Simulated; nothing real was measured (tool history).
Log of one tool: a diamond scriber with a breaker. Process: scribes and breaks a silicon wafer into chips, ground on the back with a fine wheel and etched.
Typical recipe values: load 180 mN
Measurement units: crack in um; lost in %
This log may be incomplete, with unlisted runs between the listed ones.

run    hour  load  incoming depth of the damage left on the back of the incoming wafer, um  crack   lost
  1       0   180                                                                     0.39  12.49   0.58
  2    57.3   193                                                                     0.77  13.33   1.58
  3   120.4   193                                                                     0.55  13.21   1.43
      157.4  -- diamond tip replaced by a new one
  4   207.1   191                                                                     0.68  13.07    1.3
  5   503.5   191                                                                     0.61  13.73   1.61
  6   547.1   191                                                                     0.64  13.68   1.85
  7   586.4   180                                                                      0.7  12.91   1.01
  8     672   180                                                                     0.68  12.82   0.99
  9   773.7   160                                                                     0.67  11.24   0.67
 10   845.4   180                                                                     0.74   13.1   1.35
 11   930.1   143                                                                     0.52  10.19   2.43
      972.6  -- diamond tip replaced by a new one
 12  1008.3   180                                                                     0.36  13.41   1.63
 13  1081.6   227                                                                     0.42  17.31  11.21
     1094.9  -- load on the tip recalibrated
 14  1172.8   180                                                                     0.69  12.18   0.59
 15  1247.9   221                                                                     0.62   14.8   4.31
 16  1287.9   194                                                                     0.65  13.55    1.2
 17  1372.7   218                                                                     0.69  14.88   4.05

Consider 4 possible next runs. They are alternatives, not a sequence: every one starts from the tool as it was left by run 17. What does each give?
  A  1373.2   180                                                                     0.41      ?     ?
  B  1373.2   164                                                                     0.41      ?     ?
  C  1373.2   152                                                                     0.41      ?     ?
  D  1373.2   209                                                                     0.41      ?     ?

run  crack  lost
  A  11.93  0.58
  B  10.78  1.18
  C   9.88  3.06
  D  13.89   2.9
With no hidden state in the tool, these same runs would have given:
run  crack  lost
  A  11.75  0.56
  B  10.61  1.43
  C   9.72  3.53
  D  13.67  2.49

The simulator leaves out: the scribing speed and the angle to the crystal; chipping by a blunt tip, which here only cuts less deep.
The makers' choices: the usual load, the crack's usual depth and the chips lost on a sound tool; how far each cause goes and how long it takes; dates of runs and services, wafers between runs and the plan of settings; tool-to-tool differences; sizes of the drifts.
